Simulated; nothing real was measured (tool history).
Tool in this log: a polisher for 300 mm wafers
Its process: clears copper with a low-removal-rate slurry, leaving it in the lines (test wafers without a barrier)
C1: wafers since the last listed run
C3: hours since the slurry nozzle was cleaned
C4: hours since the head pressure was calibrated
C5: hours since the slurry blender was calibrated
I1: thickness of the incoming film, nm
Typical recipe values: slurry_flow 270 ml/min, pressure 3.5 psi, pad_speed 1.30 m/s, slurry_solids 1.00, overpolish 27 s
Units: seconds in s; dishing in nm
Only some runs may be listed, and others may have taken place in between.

{"run": 1, "hour": 0.0, "slurry_flow": 205, "pressure": 3.5, "pad_speed": 1.3, "slurry_solids": 1.0, "overpolish": 27, "C1": 0, "wafers polished on this pad": 976, "C3": 293.9, "C4": 1070.6, "C5": 181.4, "I1": 667.1, "seconds": 244.3, "dishing": 40.1}
{"run": 2, "hour": 14.3, "slurry_flow": 270, "pressure": 2.6, "pad_speed": 1.3, "slurry_solids": 1.0, "overpolish": 27, "C1": 112, "wafers polished on this pad": 1088, "C3": 308.2, "C4": 1084.9, "C5": 195.7, "I1": 670.4, "seconds": 283.3, "dishing": 34.8}
{"run": 3, "hour": 30.3, "slurry_flow": 295, "pressure": 3.5, "pad_speed": 1.3, "slurry_solids": 1.0, "overpolish": 27, "C1": 125, "wafers polished on this pad": 1213, "C3": 324.2, "C4": 1100.9, "C5": 211.7, "I1": 682.3, "seconds": 233.7, "dishing": 42.0}
{"hour": 40.7, "done": "worn pad replaced by a new one"}
{"run": 4, "hour": 81.1, "slurry_flow": 295, "pressure": 3.5, "pad_speed": 1.3, "slurry_solids": 1.0, "overpolish": 27, "C1": 366, "wafers polished on this pad": 316, "C3": 375.0, "C4": 1151.7, "C5": 262.5, "I1": 682.5, "seconds": 218.6, "dishing": 43.4}
{"run": 5, "hour": 87.5, "slurry_flow": 270, "pressure": 3.5, "pad_speed": 1.3, "slurry_solids": 1.0, "overpolish": 27, "C1": 50, "wafers polished on this pad": 366, "C3": 381.4, "C4": 1158.1, "C5": 268.9, "I1": 682.5, "seconds": 229.4, "dishing": 41.5}
{"run": 6, "hour": 102.3, "slurry_flow": 270, "pressure": 3.5, "pad_speed": 0.96, "slurry_solids": 1.2, "overpolish": 27, "C1": 115, "wafers polished on this pad": 482, "C3": 396.2, "C4": 1172.9, "C5": 283.7, "I1": 684.1, "seconds": 254.0, "dishing": 39.4}
{"run": 7, "hour": 116.8, "slurry_flow": 220, "pressure": 3.9, "pad_speed": 1.3, "slurry_solids": 1.0, "overpolish": 14, "C1": 113, "wafers polished on this pad": 596, "C3": 410.7, "C4": 1187.4, "C5": 298.2, "I1": 675.4, "seconds": 221.6, "dishing": 26.9}
{"run": 8, "hour": 129.8, "slurry_flow": 270, "pressure": 3.5, "pad_speed": 1.3, "slurry_solids": 1.0, "overpolish": 27, "C1": 101, "wafers polished on this pad": 697, "C3": 423.7, "C4": 1200.4, "C5": 311.2, "I1": 671.8, "seconds": 228.7, "dishing": 41.9}
{"run": 9, "hour": 146.5, "slurry_flow": 270, "pressure": 3.5, "pad_speed": 1.68, "slurry_solids": 1.15, "overpolish": 27, "C1": 130, "wafers polished on this pad": 828, "C3": 440.4, "C4": 1217.1, "C5": 327.9, "I1": 671.8, "seconds": 188.4, "dishing": 47.4}
{"hour": 154.3, "done": "slurry nozzle cleaned"}
{"run": 10, "hour": 155.8, "slurry_flow": 300, "pressure": 3.9, "pad_speed": 1.3, "slurry_solids": 0.8, "overpolish": 27, "C1": 65, "wafers polished on this pad": 893, "C3": 1.5, "C4": 1226.4, "C5": 337.2, "I1": 677.3, "seconds": 205.0, "dishing": 46.4}
{"run": 11, "hour": 173.3, "slurry_flow": 270, "pressure": 3.5, "pad_speed": 1.3, "slurry_solids": 1.0, "overpolish": 27, "C1": 137, "wafers polished on this pad": 1030, "C3": 19.0, "C4": 1243.9, "C5": 354.7, "I1": 678.3, "seconds": 208.3, "dishing": 44.9}
{"hour": 181.1, "done": "head pressure recalibrated"}
{"run": 12, "hour": 184.6, "slurry_flow": 270, "pressure": 3.5, "pad_speed": 1.68, "slurry_solids": 1.0, "overpolish": 22, "C1": 72, "wafers polished on this pad": 1103, "C3": 30.3, "C4": 3.5, "C5": 366.0, "I1": 673.1, "seconds": 176.9, "dishing": 42.6}
{"hour": 197.5, "done": "worn pad replaced by a new one"}
{"run": 13, "hour": 200.0, "slurry_flow": 270, "pressure": 3.5, "pad_speed": 1.3, "slurry_solids": 1.0, "overpolish": 27, "C1": 89, "wafers polished on this pad": 19, "C3": 45.7, "C4": 18.9, "C5": 381.4, "I1": 667.2, "seconds": 189.6, "dishing": 47.8}
{"run": 14, "hour": 214.8, "slurry_flow": 270, "pressure": 3.5, "pad_speed": 1.3, "slurry_solids": 1.0, "overpolish": 27, "C1": 115, "wafers polished on this pad": 135, "C3": 60.5, "C4": 33.7, "C5": 396.2, "I1": 667.7, "seconds": 197.7, "dishing": 45.7}
{"run": 15, "hour": 232.4, "slurry_flow": 270, "pressure": 2.9, "pad_speed": 1.68, "slurry_solids": 1.2, "overpolish": 27, "C1": 137, "wafers polished on this pad": 273, "C3": 78.1, "C4": 51.3, "C5": 413.8, "I1": 680.7, "seconds": 195.8, "dishing": 46.9}
{"hour": 234.7, "done": "slurry blender recalibrated"}
{"run": 16, "hour": 240.0, "slurry_flow": 185, "pressure": 3.5, "pad_speed": 1.3, "slurry_solids": 1.0, "overpolish": 27, "C1": 43, "wafers polished on this pad": 317, "C3": 85.7, "C4": 58.9, "C5": 5.3, "I1": 675.9, "seconds": 223.6, "dishing": 43.1}
{"run": 17, "hour": 249.1, "slurry_flow": 270, "pressure": 2.5, "pad_speed": 1.3, "slurry_solids": 1.0, "overpolish": 27, "C1": 71, "wafers polished on this pad": 388, "C3": 94.8, "C4": 68.0, "C5": 14.4, "I1": 678.5, "seconds": 272.4, "dishing": 37.3}
{"run": 18, "hour": 263.9, "slurry_flow": 315, "pressure": 2.7, "pad_speed": 0.92, "slurry_solids": 0.8, "overpolish": 27, "C1": 115, "wafers polished on this pad": 504, "C3": 109.6, "C4": 82.8, "C5": 29.2, "I1": 683.1, "seconds": 334.3, "dishing": 31.2}
{"run": 19, "hour": 273.6, "slurry_flow": 205, "pressure": 3.5, "pad_speed": 1.3, "slurry_solids": 1.0, "overpolish": 43, "C1": 75, "wafers polished on this pad": 580, "C3": 119.3, "C4": 92.5, "C5": 38.9, "I1": 669.8, "seconds": 224.1, "dishing": 54.5}
{"run": 20, "hour": 284.5, "slurry_flow": 270, "pressure": 3.5, "pad_speed": 1.3, "slurry_solids": 1.0, "overpolish": 27, "C1": 85, "wafers polished on this pad": 666, "C3": 130.2, "C4": 103.4, "C5": 49.8, "I1": 673.1, "seconds": 218.4, "dishing": 42.9}
{"run": 21, "hour": 292.1, "slurry_flow": 310, "pressure": 3.5, "pad_speed": 0.94, "slurry_solids": 1.2, "overpolish": 42, "C1": 59, "wafers polished on this pad": 725, "C3": 137.8, "C4": 111.0, "C5": 57.4, "I1": 678.2, "seconds": 243.4, "dishing": 52.3}
{"run": 22, "hour": 300.5, "slurry_flow": 270, "pressure": 3.5, "pad_speed": 1.3, "slurry_solids": 1.0, "overpolish": 27, "C1": 65, "wafers polished on this pad": 791, "C3": 146.2, "C4": 119.4, "C5": 65.8, "I1": 672.1, "seconds": 217.6, "dishing": 42.4}
{"run": 23, "hour": 313.2, "slurry_flow": 355, "pressure": 4.6, "pad_speed": 1.14, "slurry_solids": 1.0, "overpolish": 27, "C1": 99, "wafers polished on this pad": 890, "C3": 158.9, "C4": 132.1, "C5": 78.5, "I1": 670.4, "seconds": 186.4, "dishing": 48.2}
{"run": 24, "hour": 322.2, "slurry_flow": 270, "pressure": 3.5, "pad_speed": 1.3, "slurry_solids": 1.0, "overpolish": 27, "C1": 70, "wafers polished on this pad": 961, "C3": 167.9, "C4": 141.1, "C5": 87.5, "I1": 669.7, "seconds": 218.6, "dishing": 43.4}
{"run": 25, "hour": 330.3, "slurry_flow": 270, "pressure": 3.5, "pad_speed": 1.3, "slurry_solids": 1.0, "overpolish": 27, "C1": 63, "wafers polished on this pad": 1024, "C3": 176.0, "C4": 149.2, "C5": 95.6, "I1": 670.1, "seconds": 220.8, "dishing": 44.0}
{"run": 26, "hour": 346.1, "slurry_flow": 200, "pressure": 4.4, "pad_speed": 1.3, "slurry_solids": 0.7, "overpolish": 19, "C1": 123, "wafers polished on this pad": 1148, "C3": 191.8, "C4": 165.0, "C5": 111.4, "I1": 684.0, "seconds": 234.2, "dishing": 33.9}
{"run": 27, "hour": 356.9, "slurry_flow": 270, "pressure": 3.5, "pad_speed": 1.3, "slurry_solids": 1.0, "overpolish": 27, "C1": 84, "wafers polished on this pad": 1233, "C3": 202.6, "C4": 175.8, "C5": 122.2, "I1": 678.1, "seconds": 227.2, "dishing": 41.6}
{"hour": 371.3, "done": "worn pad replaced by a new one"}
{"run": 28, "hour": 371.8, "slurry_flow": 270, "pressure": 3.5, "pad_speed": 1.3, "slurry_solids": 0.85, "overpolish": 27, "C1": 85, "wafers polished on this pad": 3, "C3": 217.5, "C4": 190.7, "C5": 137.1, "I1": 687.2, "seconds": 208.2, "dishing": 44.5}
{"run": 29, "hour": 376.5, "slurry_flow": 190, "pressure": 3.5, "pad_speed": 1.16, "slurry_solids": 1.0, "overpolish": 27, "C1": 36, "wafers polished on this pad": 40, "C3": 222.2, "C4": 195.4, "C5": 141.8, "I1": 672.0, "seconds": 231.6, "dishing": 42.4}

What differs in the tool's unlogged condition from the final listed run ahead of each entry between runs to the first listed run following it?
From run 3 to run 4: worn pad replaced by a new one (hour 40.7)
  removal rate lost through wear of the pad, %: 12.9 -> 7.42; slurry flow missing at the pad, %: 46.6 -> 47.8
  what was measured, less what the result would be without the hidden state, seconds: +48.2 -> +35.1 s; dishing: -6.5 -> -4.9 nm
From run 9 to run 10: slurry nozzle cleaned (hour 154.3)
  removal rate lost through wear of the pad, %: 11.6 -> 11.8; slurry flow missing at the pad, %: 48.8 -> 0.774
  what was measured, less what the result would be without the hidden state, seconds: +39.5 -> +24.4 s; dishing: -6.5 -> -3.7 nm
From run 11 to run 12: head pressure recalibrated (hour 181.1)
  removal rate lost through wear of the pad, %: 12.2 -> 12.4; slurry flow missing at the pad, %: 5.76 -> 8.66
  what was measured, less what the result would be without the hidden state, seconds: +26.7 -> +23.6 s; dishing: -3.9 -> -3.9 nm
From run 12 to run 13: worn pad replaced by a new one (hour 197.5)
  removal rate lost through wear of the pad, %: 12.4 -> 3.14; slurry flow missing at the pad, %: 8.66 -> 12.2
  what was measured, less what the result would be without the hidden state, seconds: +23.6 -> +8.7 s; dishing: -3.9 -> -1.3 nm
From run 15 to run 16: slurry blender recalibrated (hour 234.7)
  removal rate lost through wear of the pad, %: 8.73 -> 9.6; slurry flow missing at the pad, %: 18.6 -> 19.9
  what was measured, less what the result would be without the hidden state, seconds: +21.5 -> +29.6 s; dishing: -3.2 -> -3.9 nm
From run 27 to run 28: worn pad replaced by a new one (hour 371.3)
  removal rate lost through wear of the pad, %: 14.6 -> 1.36; slurry flow missing at the pad, %: 32.8 -> 33.8
  what was measured, less what the result would be without the hidden state, seconds: +43.5 -> +14.4 s; dishing: -5.9 -> -2.0 nm
